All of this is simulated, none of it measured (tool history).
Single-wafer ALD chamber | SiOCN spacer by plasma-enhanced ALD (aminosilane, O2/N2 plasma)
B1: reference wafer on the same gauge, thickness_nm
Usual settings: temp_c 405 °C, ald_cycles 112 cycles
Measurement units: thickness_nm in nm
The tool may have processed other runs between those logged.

{"run": 1, "hour": 0.0, "temp_c": 405, "ald_cycles": 112, "B1": 5.547, "thickness_nm": 6.35}
{"run": 2, "hour": 14.9, "temp_c": 405, "ald_cycles": 112, "B1": 5.542, "thickness_nm": 6.336}
{"run": 3, "hour": 34.6, "temp_c": 405, "ald_cycles": 112, "B1": 5.541, "thickness_nm": 6.349}
{"run": 4, "hour": 51.2, "temp_c": 405, "ald_cycles": 112, "B1": 5.534, "thickness_nm": 6.326}
{"run": 5, "hour": 74.8, "temp_c": 405, "ald_cycles": 112, "B1": 5.532, "thickness_nm": 6.355}
{"run": 6, "hour": 108.3, "temp_c": 405, "ald_cycles": 112, "B1": 5.528, "thickness_nm": 6.336}
{"run": 7, "hour": 141.1, "temp_c": 405, "ald_cycles": 112, "B1": 5.517, "thickness_nm": 6.268}
{"run": 8, "hour": 163.5, "temp_c": 405, "ald_cycles": 130, "B1": 5.511, "thickness_nm": 7.333}
{"run": 9, "hour": 190.1, "temp_c": 399, "ald_cycles": 112, "B1": 5.508, "thickness_nm": 6.397}
{"run": 10, "hour": 212.5, "temp_c": 399, "ald_cycles": 112, "B1": 5.503, "thickness_nm": 6.356}
{"run": 11, "hour": 249.8, "temp_c": 399, "ald_cycles": 112, "B1": 5.493, "thickness_nm": 6.366}
{"run": 12, "hour": 284.5, "temp_c": 405, "ald_cycles": 112, "B1": 5.481, "thickness_nm": 6.253}
{"run": 13, "hour": 310.8, "temp_c": 405, "ald_cycles": 112, "B1": 5.474, "thickness_nm": 6.272}
{"run": 14, "hour": 341.3, "temp_c": 400, "ald_cycles": 112, "B1": 5.466, "thickness_nm": 6.327}
{"run": 15, "hour": 360.7, "temp_c": 400, "ald_cycles": 112, "B1": 5.46, "thickness_nm": 6.32}
{"run": 16, "hour": 393.1, "temp_c": 394, "ald_cycles": 112, "B1": 5.453, "thickness_nm": 6.316}
{"run": 17, "hour": 425.6, "temp_c": 394, "ald_cycles": 112, "B1": 5.438, "thickness_nm": 6.293}
{"run": 18, "hour": 456.0, "temp_c": 405, "ald_cycles": 101, "B1": 5.431, "thickness_nm": 5.6}
{"hour": 472.1, "done": "gauge calibrated"}
{"run": 19, "hour": 481.6, "temp_c": 415, "ald_cycles": 90, "B1": 5.572, "thickness_nm": 4.956}
{"run": 20, "hour": 495.1, "temp_c": 400, "ald_cycles": 99, "B1": 5.57, "thickness_nm": 5.703}

Expected results for the next run?
{"hour": 512.3, "done": "thermocouple changed; heater temperature recalibrated"}
{"run": 21, "hour": 519.5, "temp_c": 399, "ald_cycles": 133, "B1": "?", "thickness_nm": "?"}

Run 21 came out at B1 5.573, thickness_nm 7.67 nm.
On a tool with no hidden condition, and with the same random variation, this run would have come out at thickness_nm 7.666 nm.
